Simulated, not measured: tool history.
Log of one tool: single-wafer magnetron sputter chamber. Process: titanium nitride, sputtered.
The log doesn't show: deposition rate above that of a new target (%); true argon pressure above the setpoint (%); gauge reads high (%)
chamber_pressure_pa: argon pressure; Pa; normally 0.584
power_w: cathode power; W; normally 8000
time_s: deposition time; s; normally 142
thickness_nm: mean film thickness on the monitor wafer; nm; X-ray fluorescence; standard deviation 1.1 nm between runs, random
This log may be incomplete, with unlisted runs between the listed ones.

| run | hour | chamber_pressure_pa | power_w | time_s | wafers since the last listed run | wafers on the sputter target | hours since the last manometer calibration | hours since the magnet pack was replaced | hours since the gauge calibration | read-back reference wafer on the same gauge, thickness_nm | thickness_nm |
|---|---|---|---|---|---|---|---|---|---|---|---|
| 1 | 0 | 0.584 | 8000 | 142 | 0 | 6129 | 2209 | 3342.4 | 727.7 | 170.017 | 190.347 |
|  | 0.5 | sputter target and shields replaced |
|  | 9.3 | gauge calibrated |
| 2 | 49.7 | 0.584 | 8000 | 142 | 488 | 488 | 2258.7 | 3392.1 | 40.4 | 170.124 | 194.597 |
| 3 | 137.6 | 0.746 | 8500 | 142 | 872 | 1360 | 2346.6 | 3480 | 128.3 | 169.907 | 187.854 |
| 4 | 183.5 | 0.746 | 8500 | 142 | 455 | 1815 | 2392.5 | 3525.9 | 174.2 | 169.886 | 188.567 |
| 5 | 240.7 | 0.746 | 8500 | 142 | 567 | 2383 | 2449.7 | 3583.1 | 231.4 | 169.8 | 190.393 |
| 6 | 325.1 | 0.52 | 8000 | 122 | 837 | 3221 | 2534.1 | 3667.5 | 315.8 | 169.846 | 170.787 |
| 7 | 382.5 | 0.584 | 6850 | 126 | 569 | 3790 | 2591.5 | 3724.9 | 373.2 | 170.008 | 154.532 |
| 8 | 438.2 | 0.584 | 8000 | 142 | 552 | 4343 | 2647.2 | 3780.6 | 428.9 | 170.124 | 193.48 |
| 9 | 491.7 | 0.584 | 9300 | 170 | 530 | 4874 | 2700.7 | 3834.1 | 482.4 | 169.973 | 255.436 |
| 10 | 569.5 | 0.709 | 8000 | 142 | 771 | 5646 | 2778.5 | 3911.9 | 560.2 | 169.843 | 180.45 |
| 11 | 636.5 | 0.584 | 8000 | 149 | 664 | 6310 | 2845.5 | 3978.9 | 627.2 | 170.032 | 201.084 |
|  | 651.5 | sputter target and shields replaced |
|  | 691.1 | magnet pack replaced |
| 12 | 705.4 | 0.457 | 8000 | 116 | 524 | 455 | 2914.4 | 14.3 | 696.1 | 169.799 | 169.418 |
|  | 743.2 | capacitance manometer re-zeroed and calibrated |
|  | 748.2 | gauge calibrated |
| 13 | 789.8 | 0.584 | 8000 | 142 | 758 | 1213 | 46.6 | 98.7 | 41.6 | 170.218 | 194.915 |
| 14 | 872 | 0.719 | 8000 | 142 | 815 | 2028 | 128.8 | 180.9 | 123.8 | 170.076 | 183.199 |
| 15 | 1074.8 | 0.584 | 7350 | 157 | 2012 | 4041 | 331.6 | 383.7 | 326.6 | 170.163 | 202.821 |

3 ways to go on from here, each from the tool as it stands after run 15. What would each give?
| A | 1075.2 | 0.584 | 8000 | 142 | 3 | 4045 | 332 | 384.1 | 327 | ? | ? |
| B | 1075.2 | 0.479 | 9250 | 142 | 3 | 4045 | 332 | 384.1 | 327 | ? | ? |
| C | 1075.2 | 0.684 | 6550 | 142 | 3 | 4045 | 332 | 384.1 | 327 | ? | ? |

| run | read-back reference wafer on the same gauge, thickness_nm | thickness_nm |
|---|---|---|
| A | 170.049 | 194.635 |
| B | 170.049 | 223.882 |
| C | 170.049 | 165.008 |
What these runs would have given with no unlogged condition in the tool:
| run | thickness_nm |
|---|---|
| A | 196.719 |
| B | 226.278 |
| C | 166.774 |
